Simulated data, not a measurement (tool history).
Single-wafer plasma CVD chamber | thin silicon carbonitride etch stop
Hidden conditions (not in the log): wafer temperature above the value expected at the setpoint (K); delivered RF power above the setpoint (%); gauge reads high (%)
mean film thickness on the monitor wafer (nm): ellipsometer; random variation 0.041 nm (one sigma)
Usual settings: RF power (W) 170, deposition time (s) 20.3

run,hour,RF power (W),deposition time (s),wafers since the last listed run,hours since the last thermocouple change,hours since the last RF generator calibration,hours since the showerhead was replaced,hours since the gauge calibration,"read-back reference wafer on the same gauge, thickness_nm",mean film thickness on the monitor wafer (nm)
1,0.0,190,20.3,0,1997.4,842.9,5647.1,1275.6,9.101,11.146
2,58.2,190,20.3,2004,2055.6,901.1,5705.3,1333.8,9.092,11.209
3,129.7,190,20.3,2462,2127.1,972.6,5776.8,1405.3,9.103,11.135
4,157.0,180,20.3,940,2154.4,999.9,5804.1,1432.6,9.101,11.024
5,204.7,180,20.3,1642,2202.1,1047.6,5851.8,1480.3,9.087,10.968
6,266.7,180,20.3,2135,2264.1,1109.6,5913.8,1542.3,9.107,11.005
7,318.1,170,20.3,1770,2315.5,1161.0,5965.2,1593.7,9.093,10.820
8,356.5,170,20.3,1322,2353.9,1199.4,6003.6,1632.1,9.104,10.845
# hour 382.5: gauge calibrated
9,382.6,170,20.3,898,2380.0,1225.5,6029.7,0.1,9.096,10.834
10,434.4,170,20.3,1783,2431.8,1277.3,6081.5,51.9,9.097,10.775
11,484.9,170,20.3,1739,2482.3,1327.8,6132.0,102.4,9.105,10.866
12,549.6,170,20.3,2228,2547.0,1392.5,6196.7,167.1,9.097,10.762
# hour 588.9: showerhead replaced
# hour 612.9: thermocouple changed; heater temperature recalibrated
13,613.4,170,20.3,1646,0.5,1456.3,24.5,230.9,9.102,10.716
14,634.7,170,20.3,733,21.8,1477.6,45.8,252.2,9.106,10.773
15,661.7,170,20.3,929,48.8,1504.6,72.8,279.2,9.099,10.800
16,719.6,170,23.8,1993,106.7,1562.5,130.7,337.1,9.108,12.702
17,757.7,170,20.3,1312,144.8,1600.6,168.8,375.2,9.100,10.796
18,828.7,205,23.2,2445,215.8,1671.6,239.8,446.2,9.094,12.892
19,861.8,170,20.3,1139,248.9,1704.7,272.9,479.3,9.093,10.744
# hour 875.3: RF generator calibrated
20,902.8,145,22.6,1136,289.9,27.5,313.9,520.3,9.105,11.330
21,928.7,180,22.9,891,315.8,53.4,339.8,546.2,9.101,12.145
22,996.4,170,20.3,2331,383.5,121.1,407.5,613.9,9.102,10.542
23,1057.1,170,20.3,2090,444.2,181.8,468.2,674.6,9.108,10.563
24,1126.6,140,20.3,2393,513.7,251.3,537.7,744.1,9.098,10.077
25,1155.9,180,23.9,1009,543.0,280.6,567.0,773.4,9.091,12.741
26,1188.0,155,20.3,1105,575.1,312.7,599.1,805.5,9.099,10.390
# hour 1218.5: RF generator calibrated, repeated, since the last time left the tool worse
27,1226.0,180,16.8,1033,613.1,7.5,637.1,843.5,9.107,9.166
28,1269.3,170,21.6,1491,656.4,50.8,680.4,886.8,9.100,11.673
29,1310.8,190,16.5,1429,697.9,92.3,721.9,928.3,9.100,9.159
30,1360.4,135,22.0,1708,747.5,141.9,771.5,977.9,9.105,11.170
31,1410.3,170,20.3,1718,797.4,191.8,821.4,1027.8,9.091,10.911
32,1465.7,180,18.7,1907,852.8,247.2,876.8,1083.2,9.095,10.254
33,1533.8,180,17.1,2345,920.9,315.3,944.9,1151.3,9.103,9.364
34,1582.9,170,22.3,1690,970.0,364.4,994.0,1200.4,9.111,11.919

Alternative continuations, all from the tool just after run 34; predict every row:
A,1583.3,170,20.3,13,970.4,364.8,994.4,1200.8,?,?
B,1583.3,190,17.2,13,970.4,364.8,994.4,1200.8,?,?
C,1583.3,195,22.2,13,970.4,364.8,994.4,1200.8,?,?
D,1583.3,180,21.5,13,970.4,364.8,994.4,1200.8,?,?
E,1583.3,160,22.2,13,970.4,364.8,994.4,1200.8,?,?

run,"read-back reference wafer on the same gauge, thickness_nm",mean film thickness on the monitor wafer (nm)
A,9.092,10.916
B,9.092,9.515
C,9.092,12.364
D,9.092,11.730
E,9.092,11.756
With no hidden state in the tool, these same runs would have given:
run,mean film thickness on the monitor wafer (nm)
A,10.931
B,9.529
C,12.382
D,11.747
E,11.773
